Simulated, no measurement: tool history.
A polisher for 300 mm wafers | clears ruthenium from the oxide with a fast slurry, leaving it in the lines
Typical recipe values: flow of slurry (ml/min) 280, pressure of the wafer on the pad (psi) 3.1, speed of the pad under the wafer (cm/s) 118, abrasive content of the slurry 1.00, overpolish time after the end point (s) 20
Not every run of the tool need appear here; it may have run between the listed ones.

run     day  flow of slurry (ml/min)  pressure of the wafer on the pad (psi)  speed of the pad under the wafer (cm/s)  abrasive content of the slurry  overpolish time after the end point (s)  wafers since the last listed run  wafers polished on this pad  hours since the slurry nozzle was cleaned  hours since the head pressure was calibrated  hours since the slurry blender was calibrated  incoming thickness of the incoming film, nm  time until the end point was called (s)  dishing of a wide line in a test structure (nm)
  1   0.000                      280                                     3.1                                      118                            1.00                                       20                                 0                         1325                                      320.2                                         592.0                                          342.7                                        259.7                                     63.1                                             46.3
  2   0.692                      280                                     3.1                                      118                            1.00                                       20                                83                         1409                                      336.8                                         608.6                                          359.3                                        260.4                                     65.5                                             46.3
      1.046  -- worn pad replaced by a new one
  3   2.012                      280                                     3.1                                      118                            1.00                                       20                               139                          116                                      368.5                                         640.3                                          391.0                                        262.1                                     58.3                                             45.9
      2.762  -- slurry blender recalibrated
  4   3.346                      280                                     3.1                                      118                            1.00                                       20                               151                          267                                      400.5                                         672.3                                           14.0                                        254.4                                     57.4                                             47.6
  5   4.058                      280                                     3.1                                      118                            1.00                                       20                                86                          353                                      417.6                                         689.4                                           31.1                                        259.3                                     60.3                                             45.6
  6   5.033                      280                                     3.1                                      118                            0.85                                       20                               117                          471                                      441.0                                         712.8                                           54.5                                        261.5                                     64.7                                             45.3
  7   6.079                      280                                     3.1                                      118                            0.85                                       20                               126                          598                                      466.1                                         737.9                                           79.6                                        261.4                                     66.0                                             45.0
  8   7.533                      280                                     3.1                                      118                            1.00                                       20                               175                          773                                      501.0                                         772.8                                          114.5                                        256.5                                     61.3                                             47.3
  9   8.921                      280                                     3.1                                      118                            1.00                                       16                               167                          941                                      534.3                                         806.1                                          147.8                                        256.5                                     62.3                                             42.4
 10  10.088                      280                                     3.1                                      118                            1.00                                       16                               141                         1082                                      562.3                                         834.1                                          175.8                                        262.4                                     62.8                                             41.8
 11  10.779                      220                                     3.1                                      118                            1.00                                       20                                83                         1166                                      578.9                                         850.7                                          192.4                                        258.3                                     64.8                                             45.4
     11.671  -- head pressure recalibrated
     11.692  -- slurry nozzle cleaned
 12  11.875                      280                                     3.1                                      118                            1.00                                       20                               120                         1286                                        4.4                                           4.9                                          218.7                                        258.1                                     61.1                                             44.8
     12.654  -- worn pad replaced by a new one
 13  13.900                      280                                     3.1                                      118                            1.00                                       20                               224                          150                                       53.0                                          53.5                                          267.3                                        260.3                                     54.8                                             49.6
 14  14.438                      280                                     3.1                                      118                            1.00                                        9                                64                          215                                       65.9                                          66.4                                          280.2                                        257.7                                     55.7                                             29.2
 15  15.862                      280                                     3.1                                      118                            1.00                                       20                               172                          387                                      100.1                                         100.6                                          314.4                                        258.1                                     57.4                                             50.0
     16.379  -- slurry blender recalibrated
 16  16.558                      280                                     3.1                                      118                            1.00                                       20                                74                          461                                      116.8                                         117.3                                            4.3                                        257.9                                     57.1                                             49.3
 17  17.417                      280                                     3.1                                      106                            1.00                                       20                               103                          565                                      137.4                                         137.9                                           24.9                                        258.9                                     66.1                                             45.3
 18  18.812                      280                                     2.3                                      118                            1.00                                       27                               168                          734                                      170.9                                         171.4                                           58.4                                        256.7                                     77.2                                             47.1
 19  20.267                      280                                     3.1                                      142                            0.70                                       20                               175                          909                                      205.8                                         206.3                                           93.3                                        259.0                                     58.6                                             48.9
 20  20.767                      240                                     3.1                                      118                            1.00                                       20                                60                          970                                      217.8                                         218.3                                          105.3                                        265.6                                     65.1                                             45.8
 21  21.492                      210                                     2.4                                      118                            0.80                                       20                                87                         1057                                      235.2                                         235.7                                          122.7                                        263.9                                     93.3                                             38.1
 22  22.221                      255                                     4.1                                      118                            1.00                                       20                                88                         1145                                      252.7                                         253.2                                          140.2                                        262.3                                     51.1                                             52.6
 23  23.625                      280                                     3.1                                      158                            1.00                                       31                               169                         1315                                      286.4                                         286.9                                          173.9                                        257.2                                     47.8                                             61.6
 24  24.167                      280                                     4.0                                      118                            1.00                                       20                                65                         1381                                      299.4                                         299.9                                          186.9                                        262.1                                     51.7                                             51.1
 25  25.162                      280                                     3.1                                      118                            1.00                                       20                               120                         1501                                      323.3                                         323.8                                          210.8                                        260.3                                     69.1                                             44.4
 26  25.817                      200                                     3.1                                       84                            0.90                                       28                                79                         1580                                      339.0                                         339.5                                          226.5                                        264.8                                    107.7                                             44.1
     26.562  -- worn pad replaced by a new one
 27  27.117                      280                                     3.1                                      118                            1.00                                       20                               136                           66                                      370.2                                         370.7                                          257.7                                        257.3                                     58.3                                             48.0

Below are 4 alternative next runs, each starting from the tool's condition after run 27. Predict each:
  A  27.138                      280                                     3.1                                      118                            1.00                                       20                                 2                           69                                      370.7                                         371.2                                          258.2                                        261.0                                        ?                                                ?
  B  27.138                      250                                     3.1                                       78                            1.00                                       20                                 2                           69                                      370.7                                         371.2                                          258.2                                        261.0                                        ?                                                ?
  C  27.138                      235                                     2.2                                      136                            0.85                                       20                                 2                           69                                      370.7                                         371.2                                          258.2                                        261.0                                        ?                                                ?
  D  27.138                      280                                     3.1                                      118                            1.10                                       20                                 2                           69                                      370.7                                         371.2                                          258.2                                        261.0                                        ?                                                ?

run  time until the end point was called (s)  dishing of a wide line in a test structure (nm)
  A                                     60.5                                             48.4
  B                                     89.6                                             38.7
  C                                     79.9                                             41.5
  D                                     58.1                                             49.4
With no hidden state in the tool, these same runs would have given:
run  time until the end point was called (s)  dishing of a wide line in a test structure (nm)
  A                                     57.2                                             49.8
  B                                     84.2                                             40.2
  C                                     74.9                                             43.2
  D                                     55.0                                             50.7

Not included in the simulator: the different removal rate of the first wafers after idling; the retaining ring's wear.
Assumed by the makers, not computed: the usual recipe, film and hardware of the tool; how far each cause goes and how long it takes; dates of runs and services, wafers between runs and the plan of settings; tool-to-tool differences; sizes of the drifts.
